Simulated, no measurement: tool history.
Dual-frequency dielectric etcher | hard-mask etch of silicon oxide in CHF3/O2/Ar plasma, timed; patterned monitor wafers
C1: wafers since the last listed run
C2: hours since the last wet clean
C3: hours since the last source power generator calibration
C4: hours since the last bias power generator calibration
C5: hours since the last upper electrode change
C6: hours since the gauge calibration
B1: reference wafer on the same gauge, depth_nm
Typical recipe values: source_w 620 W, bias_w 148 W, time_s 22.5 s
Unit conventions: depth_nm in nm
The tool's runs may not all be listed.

{"run": 1, "day": 0.0, "source_w": 620, "bias_w": 148, "time_s": 22.5, "C1": 0, "C2": 50.5, "C3": 3633.3, "C4": 3807.7, "C5": 5009.9, "C6": 535.5, "B1": 43.06, "depth_nm": 44.45}
{"run": 2, "day": 4.388, "source_w": 620, "bias_w": 148, "time_s": 22.5, "C1": 2029, "C2": 155.8, "C3": 3738.6, "C4": 3913.0, "C5": 5115.2, "C6": 640.8, "B1": 43.1, "depth_nm": 44.31}
{"run": 3, "day": 6.529, "source_w": 620, "bias_w": 148, "time_s": 22.5, "C1": 990, "C2": 207.2, "C3": 3790.0, "C4": 3964.4, "C5": 5166.6, "C6": 692.2, "B1": 43.06, "depth_nm": 44.33}
{"run": 4, "day": 8.146, "source_w": 620, "bias_w": 148, "time_s": 22.5, "C1": 747, "C2": 246.0, "C3": 3828.8, "C4": 4003.2, "C5": 5205.4, "C6": 731.0, "B1": 43.09, "depth_nm": 44.52}
{"run": 5, "day": 12.275, "source_w": 620, "bias_w": 148, "time_s": 22.5, "C1": 1910, "C2": 345.1, "C3": 3927.9, "C4": 4102.3, "C5": 5304.5, "C6": 830.1, "B1": 43.11, "depth_nm": 44.22}
{"day": 16.038, "done": "upper electrode replaced"}
{"day": 16.217, "done": "wet clean of the chamber"}
{"run": 6, "day": 16.238, "source_w": 620, "bias_w": 148, "time_s": 22.5, "C1": 1286, "C2": 0.5, "C3": 4023.0, "C4": 4197.4, "C5": 4.8, "C6": 925.2, "B1": 43.08, "depth_nm": 44.3}
{"day": 17.062, "done": "source power generator calibrated"}
{"run": 7, "day": 18.542, "source_w": 620, "bias_w": 148, "time_s": 22.5, "C1": 988, "C2": 55.8, "C3": 35.5, "C4": 4252.7, "C5": 60.1, "C6": 980.5, "B1": 43.09, "depth_nm": 44.56}
{"day": 20.133, "done": "gauge calibrated"}
{"run": 8, "day": 21.054, "source_w": 620, "bias_w": 148, "time_s": 25.5, "C1": 1162, "C2": 116.1, "C3": 95.8, "C4": 4313.0, "C5": 120.4, "C6": 22.1, "B1": 43.1, "depth_nm": 50.3}
{"run": 9, "day": 25.258, "source_w": 490, "bias_w": 169, "time_s": 24.5, "C1": 1945, "C2": 217.0, "C3": 196.7, "C4": 4413.9, "C5": 221.3, "C6": 123.0, "B1": 43.13, "depth_nm": 46.85}
{"run": 10, "day": 29.171, "source_w": 620, "bias_w": 148, "time_s": 22.5, "C1": 1810, "C2": 310.9, "C3": 290.6, "C4": 4507.8, "C5": 315.2, "C6": 216.9, "B1": 43.14, "depth_nm": 44.43}
{"day": 32.142, "done": "bias power generator calibrated"}
{"day": 32.862, "done": "wet clean of the chamber"}
{"run": 11, "day": 32.883, "source_w": 620, "bias_w": 148, "time_s": 20.0, "C1": 1305, "C2": 0.5, "C3": 379.7, "C4": 17.8, "C5": 404.3, "C6": 306.0, "B1": 43.09, "depth_nm": 39.75}
{"run": 12, "day": 33.617, "source_w": 750, "bias_w": 148, "time_s": 27.5, "C1": 339, "C2": 18.1, "C3": 397.3, "C4": 35.4, "C5": 421.9, "C6": 323.6, "B1": 43.1, "depth_nm": 58.79}
{"run": 13, "day": 37.879, "source_w": 620, "bias_w": 148, "time_s": 22.5, "C1": 1972, "C2": 120.4, "C3": 499.6, "C4": 137.7, "C5": 524.2, "C6": 425.9, "B1": 43.13, "depth_nm": 44.45}
{"run": 14, "day": 39.683, "source_w": 690, "bias_w": 148, "time_s": 25.0, "C1": 834, "C2": 163.7, "C3": 542.9, "C4": 181.0, "C5": 567.5, "C6": 469.2, "B1": 43.07, "depth_nm": 51.73}
{"run": 15, "day": 42.304, "source_w": 620, "bias_w": 168, "time_s": 22.5, "C1": 1212, "C2": 226.6, "C3": 605.8, "C4": 243.9, "C5": 630.4, "C6": 532.1, "B1": 43.08, "depth_nm": 47.53}

Branching from run 15: 3 alternative next runs. What would each branch give?
{"run": "A", "day": 42.321, "source_w": 690, "bias_w": 148, "time_s": 22.5, "C1": 7, "C2": 227.0, "C3": 606.2, "C4": 244.3, "C5": 630.8, "C6": 532.5, "B1": "?", "depth_nm": "?"}
{"run": "B", "day": 42.321, "source_w": 550, "bias_w": 160, "time_s": 27.0, "C1": 7, "C2": 227.0, "C3": 606.2, "C4": 244.3, "C5": 630.8, "C6": 532.5, "B1": "?", "depth_nm": "?"}
{"run": "C", "day": 42.321, "source_w": 740, "bias_w": 148, "time_s": 22.5, "C1": 7, "C2": 227.0, "C3": 606.2, "C4": 244.3, "C5": 630.8, "C6": 532.5, "B1": "?", "depth_nm": "?"}

run=A B1=43.08 depth_nm=46.52
run=B B1=43.08 depth_nm=52.70
run=C B1=43.08 depth_nm=47.92
Stripped of hidden state, with their random variation kept, the same runs would have yielded:
run=A depth_nm=46.52
run=B depth_nm=52.70
run=C depth_nm=47.92
